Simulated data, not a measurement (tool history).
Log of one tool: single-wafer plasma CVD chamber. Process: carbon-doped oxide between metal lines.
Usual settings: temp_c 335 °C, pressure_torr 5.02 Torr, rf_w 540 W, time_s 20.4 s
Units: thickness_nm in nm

| run | hour | temp_c | pressure_torr | rf_w | time_s | read-back reference wafer on the same gauge, thickness_nm | thickness_nm |
|---|---|---|---|---|---|---|---|
| 1 | 0.0 | 335 | 5.02 | 540 | 20.4 | 99.022 | 95.460 |
| 2 | 22.9 | 344 | 5.02 | 540 | 20.4 | 98.975 | 93.341 |
| 3 | 36.3 | 335 | 4.47 | 540 | 20.4 | 99.096 | 95.954 |
| 4 | 50.9 | 335 | 4.47 | 540 | 20.4 | 99.115 | 95.779 |
| 5 | 71.4 | 335 | 5.02 | 575 | 20.4 | 99.165 | 99.769 |
| 6 | 104.3 | 335 | 5.02 | 575 | 20.4 | 99.054 | 99.691 |
| 7 | 117.5 | 335 | 5.02 | 575 | 20.4 | 98.906 | 99.690 |
|  | 119.5 | gauge calibrated |
| 8 | 148.8 | 335 | 6.09 | 590 | 23.5 | 98.894 | 118.615 |
|  | 173.8 | RF generator calibrated |
| 9 | 183.9 | 335 | 4.03 | 540 | 22.9 | 98.957 | 110.171 |
|  | 226.7 | thermocouple changed; heater temperature recalibrated |
|  | 273.2 | showerhead replaced |
| 10 | 273.7 | 346 | 4.40 | 540 | 20.4 | 98.931 | 96.606 |
| 11 | 293.9 | 327 | 6.08 | 540 | 20.4 | 99.052 | 104.244 |
| 12 | 361.8 | 335 | 4.06 | 540 | 20.4 | 98.887 | 98.677 |
| 13 | 393.8 | 335 | 6.20 | 645 | 20.4 | 99.000 | 114.210 |
| 14 | 407.3 | 335 | 5.02 | 540 | 17.3 | 98.986 | 85.389 |
| 15 | 439.8 | 335 | 5.02 | 540 | 20.4 | 98.932 | 100.479 |
| 16 | 474.6 | 335 | 5.98 | 460 | 17.7 | 98.951 | 80.139 |
| 17 | 507.2 | 335 | 4.04 | 500 | 20.4 | 99.105 | 93.744 |
| 18 | 534.5 | 341 | 5.95 | 435 | 22.9 | 99.099 | 98.504 |
| 19 | 569.6 | 335 | 5.02 | 540 | 20.4 | 98.981 | 101.248 |
|  | 600.2 | capacitance manometer re-zeroed and calibrated |
| 20 | 602.5 | 323 | 4.42 | 540 | 23.3 | 98.981 | 117.854 |
| 21 | 620.3 | 335 | 5.02 | 540 | 20.4 | 99.140 | 99.981 |
| 22 | 647.3 | 335 | 5.02 | 540 | 20.4 | 99.098 | 100.285 |
| 23 | 680.9 | 348 | 5.02 | 540 | 22.9 | 99.108 | 108.369 |
| 24 | 713.5 | 335 | 5.02 | 540 | 20.4 | 98.898 | 100.403 |
| 25 | 742.7 | 326 | 5.02 | 500 | 18.8 | 99.165 | 89.943 |
| 26 | 772.3 | 335 | 5.02 | 540 | 19.2 | 99.089 | 95.568 |
| 27 | 796.9 | 335 | 5.02 | 620 | 20.4 | 98.929 | 108.068 |
| 28 | 822.6 | 335 | 3.82 | 480 | 17.5 | 99.119 | 77.339 |
| 29 | 848.7 | 330 | 5.60 | 450 | 19.2 | 99.043 | 86.174 |

3 ways to go on from here, each from the tool as it stands after run 29. What would each give?
| A | 849.1 | 335 | 5.02 | 605 | 20.4 | ? | ? |
| B | 849.1 | 335 | 5.02 | 635 | 23.0 | ? | ? |
| C | 849.1 | 335 | 5.02 | 540 | 23.8 | ? | ? |

| run | read-back reference wafer on the same gauge, thickness_nm | thickness_nm |
|---|---|---|
| A | 99.108 | 107.161 |
| B | 99.108 | 124.066 |
| C | 99.108 | 116.578 |
Without the tool's hidden state the same runs would have given:
| run | thickness_nm |
|---|---|
| A | 108.295 |
| B | 125.379 |
| C | 117.846 |

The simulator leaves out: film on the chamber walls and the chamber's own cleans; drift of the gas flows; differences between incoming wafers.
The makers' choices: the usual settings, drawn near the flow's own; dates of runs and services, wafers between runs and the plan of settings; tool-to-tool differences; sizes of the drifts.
